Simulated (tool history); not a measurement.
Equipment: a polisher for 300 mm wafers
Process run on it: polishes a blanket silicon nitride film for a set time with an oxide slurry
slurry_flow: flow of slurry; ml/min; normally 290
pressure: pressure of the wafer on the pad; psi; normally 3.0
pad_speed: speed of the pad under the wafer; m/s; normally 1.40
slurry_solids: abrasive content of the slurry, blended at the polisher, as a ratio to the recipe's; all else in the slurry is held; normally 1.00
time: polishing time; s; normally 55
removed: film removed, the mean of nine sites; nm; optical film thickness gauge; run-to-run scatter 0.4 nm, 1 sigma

run,day,slurry_flow,pressure,pad_speed,slurry_solids,time,"incoming thickness of the incoming film, nm",removed
1,0.000,290,3.0,1.40,1.00,55,329.4,34.3
2,1.179,290,3.0,1.40,1.00,55,329.0,32.5
3,2.175,290,3.0,1.40,0.80,55,329.6,27.7
4,2.954,290,3.0,1.40,0.80,55,326.6,27.6
# day 3.438: worn pad replaced by a new one
5,3.483,290,3.0,1.40,0.90,55,328.9,34.4
6,4.804,290,3.0,1.40,0.90,55,329.3,31.9
7,5.912,290,3.0,1.40,0.90,55,328.0,30.5
# day 6.462: conditioning disc replaced and pad reconditioned
# day 6.858: worn pad replaced by a new one
8,6.879,290,3.0,1.40,1.00,44,333.1,28.9
9,7.283,290,3.0,1.40,1.00,44,331.1,27.8
10,8.354,190,3.9,1.20,0.85,55,330.4,33.2

Expected results for the next run?
11,9.158,325,3.0,0.94,1.20,55,329.3,?

{"run 11": {"removed": 26.4}}
Were there no unlogged condition in the tool, this run, its random variation unchanged, would have produced removed 31.0 nm.
